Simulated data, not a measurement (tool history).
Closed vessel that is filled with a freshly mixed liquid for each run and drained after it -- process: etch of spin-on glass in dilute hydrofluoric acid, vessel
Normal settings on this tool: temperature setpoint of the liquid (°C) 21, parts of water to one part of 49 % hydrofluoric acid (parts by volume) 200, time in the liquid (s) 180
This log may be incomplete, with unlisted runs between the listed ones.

run,day,temperature setpoint of the liquid (°C),parts of water to one part of 49 % hydrofluoric acid (parts by volume),time in the liquid (s),wafers since the last listed run,hours since the thermometer was replaced,hours since the hydrofluoric acid flow meter was replaced,hours since the gauge calibration,"read-back film thickness of the spin-on glass reference wafer, read on the same gauge (nm)",thickness taken off the spin-on glass on a monitor wafer (angstrom)
1,0,17.5,265,180,0,2001.8,446.6,273.4,129.96,108.5
2,1.733,17.5,265,180,4314,2043.4,488.2,315,130,111
3,4.046,20,120,180,5756,2098.9,543.7,370.5,129.98,303.7
4,6.096,20,120,180,5103,2148.1,592.9,419.7,130.02,308.1
5,8.517,20,120,180,6026,2206.2,651,477.8,130,305.1
6,10.267,21,140,180,4356,2248.2,693,519.8,130,271.7
7,11.596,21,140,180,3308,2280.1,724.9,551.7,130.03,266.7
8,13.621,21,140,180,5040,2328.7,773.5,600.3,130,267.7
# day 15.621: hydrofluoric acid flow meter replaced
9,16.212,21,200,240,6347,2390.9,14.2,662.5,130,233.4
# day 16.458: gauge calibrated
10,18.65,23.5,125,265,6067,2449.4,72.7,52.6,130,503.2
11,20.862,21,200,180,5507,2502.5,125.8,105.7,129.99,176.2
12,22.662,23.5,275,180,4480,2545.7,169,148.9,130,129.6
13,31.362,18,120,95,21656,2754.5,377.8,357.7,130.02,147.7
14,32.975,24,200,180,4013,2793.2,416.5,396.4,130.02,198.4
# day 33.625: thermometer replaced
15,35.704,21,145,180,6689,49.9,482,461.9,129.97,257.1
16,39.358,21,200,180,9096,137.6,569.7,549.6,129.97,175.7
17,41.979,21,200,215,6523,200.5,632.6,612.5,130.03,210
18,44.404,17,145,110,6036,258.7,690.8,670.7,130.02,132.4
19,46.921,21,200,120,6264,319.1,751.2,731.1,129.98,116.4

What if the next run were any one of these 4? Each begins from the tool's condition after run 19:
# day 46.929: gauge calibrated
A,46.95,19,200,180,72,319.8,751.9,0.5,?,?
# day 46.929: gauge calibrated
B,46.95,23,280,230,72,319.8,751.9,0.5,?,?
# day 46.929: gauge calibrated
C,46.95,23.5,200,180,72,319.8,751.9,0.5,?,?
# day 46.929: gauge calibrated
D,46.95,19.5,100,225,72,319.8,751.9,0.5,?,?

run,"read-back film thickness of the spin-on glass reference wafer, read on the same gauge (nm)",thickness taken off the spin-on glass on a monitor wafer (angstrom)
A,130.05,161.6
B,130.05,158.5
C,130.05,191.8
D,130.05,456.7
Without the tool's hidden state the same runs would have given:
run,thickness taken off the spin-on glass on a monitor wafer (angstrom)
A,161.6
B,158.5
C,191.8
D,456.7
